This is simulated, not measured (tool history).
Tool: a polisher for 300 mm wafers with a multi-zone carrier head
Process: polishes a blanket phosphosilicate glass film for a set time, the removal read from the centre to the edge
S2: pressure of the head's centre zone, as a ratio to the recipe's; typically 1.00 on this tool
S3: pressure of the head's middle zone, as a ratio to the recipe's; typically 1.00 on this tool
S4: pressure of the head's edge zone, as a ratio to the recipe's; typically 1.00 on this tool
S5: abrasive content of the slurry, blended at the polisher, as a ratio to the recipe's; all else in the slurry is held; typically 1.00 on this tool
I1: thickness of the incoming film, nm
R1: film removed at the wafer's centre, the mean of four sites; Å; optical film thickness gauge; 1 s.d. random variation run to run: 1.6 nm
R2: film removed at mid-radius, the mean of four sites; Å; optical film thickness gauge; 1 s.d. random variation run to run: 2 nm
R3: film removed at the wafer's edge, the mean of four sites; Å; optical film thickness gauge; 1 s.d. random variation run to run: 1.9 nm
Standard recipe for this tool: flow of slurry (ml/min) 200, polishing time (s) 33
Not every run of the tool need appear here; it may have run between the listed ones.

Run 1, hour 0.0: usual settings but S4 0.97; I1 4091.4. Result: R1 2405 Å, R2 2601 Å, R3 2557 Å.
At hour 4.5: slurry nozzle cleaned.
At hour 149.2: worn pad replaced by a new one.
Run 2, hour 195.0: usual settings but S4 0.97; I1 4128.8. Result: R1 2343 Å, R2 2611 Å, R3 2528 Å.
Run 3, hour 245.2: usual settings; I1 4101.4. Result: R1 2352 Å, R2 2652 Å, R3 2604 Å.
Run 4, hour 287.6: usual settings; I1 4159.5. Result: R1 2312 Å, R2 2597 Å, R3 2570 Å.
At hour 295.2: slurry nozzle cleaned.
Run 5, hour 352.3: usual settings; I1 4099.3. Result: R1 2359 Å, R2 2675 Å, R3 2664 Å.
At hour 381.9: worn pad replaced by a new one.
Run 6, hour 402.5: usual settings; I1 4076.2. Result: R1 2355 Å, R2 2631 Å, R3 2598 Å.
Run 7, hour 461.8: usual settings; I1 4120.8. Result: R1 2306 Å, R2 2614 Å, R3 2605 Å.
Run 8, hour 530.0: usual settings; I1 4022.5. Result: R1 2333 Å, R2 2625 Å, R3 2619 Å.
At hour 536.7: slurry nozzle cleaned.
At hour 570.7: centre zone pressure recalibrated.
Run 9, hour 594.2: usual settings but S3 1.08; I1 4089.9. Result: R1 2579 Å, R2 2797 Å, R3 2628 Å.
At hour 607.0: worn pad replaced by a new one.
Run 10, hour 657.8: usual settings; I1 4093.6. Result: R1 2509 Å, R2 2685 Å, R3 2621 Å.
At hour 690.5: edge zone pressure recalibrated.
Run 11, hour 729.4: usual settings but polishing time (s) 25; I1 4157.5. Result: R1 1857 Å, R2 1998 Å, R3 1959 Å.
Run 12, hour 758.7: usual settings but S4 1.07, S5 1.25; I1 4009.4. Result: R1 2652 Å, R2 2848 Å, R3 2959 Å.
At hour 789.7: carrier head's membrane replaced by a new one.
At hour 823.8: worn pad replaced by a new one.
Run 13, hour 824.3: usual settings but polishing time (s) 38; I1 4092.7. Result: R1 2753 Å, R2 3007 Å, R3 3002 Å.
At hour 838.2: slurry nozzle cleaned.
Run 14, hour 879.0: usual settings but S2 1.04, S4 1.09, S5 1.10, polishing time (s) 25; I1 4075.9. Result: R1 1990 Å, R2 2104 Å, R3 2170 Å.
Run 15, hour 923.0: usual settings; I1 4085.1. Result: R1 2413 Å, R2 2693 Å, R3 2620 Å.
Run 16, hour 980.7: usual settings but S3 1.08, S4 0.96; I1 4102.5. Result: R1 2410 Å, R2 2715 Å, R3 2548 Å.
Run 17, hour 1027.0: usual settings but S3 0.96, S4 0.93, S5 0.75; I1 4094.0. Result: R1 2062 Å, R2 2265 Å, R3 2218 Å.
At hour 1044.0: worn pad replaced by a new one.
Run 18, hour 1075.6: usual settings; I1 4059.0. Result: R1 2342 Å, R2 2602 Å, R3 2597 Å.

Branching from run 18: 4 alternative next runs. What would each branch give?
Run A, hour 1076.0: usual settings but S3 0.94; I1 4071.1. Result: R1 ?, R2 ?, R3 ?.
Run B, hour 1076.0: usual settings but polishing time (s) 29; I1 4071.1. Result: R1 ?, R2 ?, R3 ?.
Run C, hour 1076.0: usual settings but polishing time (s) 41; I1 4071.1. Result: R1 ?, R2 ?, R3 ?.
Run D, hour 1076.0: usual settings but flow of slurry (ml/min) 245, S5 0.85, polishing time (s) 37; I1 4071.1. Result: R1 ?, R2 ?, R3 ?.

run    R1    R2    R3
  A  2351  2511  2599
  B  2067  2274  2283
  C  2922  3214  3227
  D  2521  2765  2758
Stripped of hidden state, with their random variation kept, the same runs would have yielded:
run    R1    R2    R3
  A  2654  2615  2678
  B  2333  2368  2352
  C  3299  3347  3326
  D  2829  2865  2833
